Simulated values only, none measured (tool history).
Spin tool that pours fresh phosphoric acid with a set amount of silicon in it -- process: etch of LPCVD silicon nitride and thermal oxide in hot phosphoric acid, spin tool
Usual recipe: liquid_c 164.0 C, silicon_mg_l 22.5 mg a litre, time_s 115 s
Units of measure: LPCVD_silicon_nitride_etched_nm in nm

run   hour  liquid_c  silicon_mg_l  time_s  read-back film thickness of the LPCVD silicon nitride reference wafer, read on the same gauge (nm)  LPCVD_silicon_nitride_etched_nm
  1    0.0     164.0          22.5     115                                                                                               79.96                            11.57
  2   28.0     166.0          12.5     115                                                                                               80.01                            12.34
  3   63.3     166.0          12.5     115                                                                                               79.97                            12.30
  4   77.5     164.0          22.5     115                                                                                               79.99                            11.65
  5   96.2     164.0          22.5     115                                                                                               80.06                            11.57
  6  158.3     164.0          22.5     115                                                                                               79.97                            11.56
     172.0  -- dissolved silicon flow meter replaced
  7  213.9     164.0          22.5     115                                                                                               79.99                            11.56
  8  233.7     164.0          22.5     115                                                                                               80.00                            11.58
  9  269.2     167.0          31.5     135                                                                                               79.95                            15.05
 10  281.6     164.0          22.5     115                                                                                               79.99                            11.57
 11  314.9     162.0           7.5     170                                                                                               79.97                            15.97
 12  340.8     161.0          22.5     115                                                                                               80.01                            10.49
 13  368.1     164.0          32.5     115                                                                                               80.01                            11.67
     386.1  -- thermometer replaced
 14  388.9     163.0          29.5      85                                                                                               80.02                             7.54
 15  417.0     161.5          12.5     145                                                                                               80.00                            12.19
     500.8  -- gauge calibrated
     516.0  -- heated supply line repaired
 16  518.0     167.0          22.5     115                                                                                               80.00                            13.20
 17  537.0     164.0          22.5     115                                                                                               80.02                            12.03
 18  557.2     164.0          30.5     115                                                                                               79.98                            11.96
 19  577.6     164.0          22.5     115                                                                                               80.00                            11.99
 20  684.6     164.0          22.5     115                                                                                               79.97                            11.94
 21  705.3     165.0          11.0      45                                                                                               80.00                             4.86

State the hidden condition of the tool at each of the runs:
dissolved silicon flow above the setpoint (%): 0 in every run
gauge reads high (%): 0 in every run
H1: liquid hotter than its thermometer reads (K)
H2: temperature lost on the way to the wafer (K)
run     H1     H2
  1    2.6   3.72
  2   2.63   3.75
  3   2.67    3.8
  4   2.69   3.81
  5   2.71   3.83
  6   2.78   3.91
  7   2.84   3.97
  8   2.87   3.99
  9   2.91   4.03
 10   2.92   4.05
 11   2.96   4.09
 12   2.99   4.12
 13   3.02   4.15
 14  0.168   4.17
 15    0.2   4.21
 16  0.315  0.351
 17  0.337  0.373
 18   0.36  0.397
 19  0.383   0.42
 20  0.505  0.545
 21  0.529  0.569
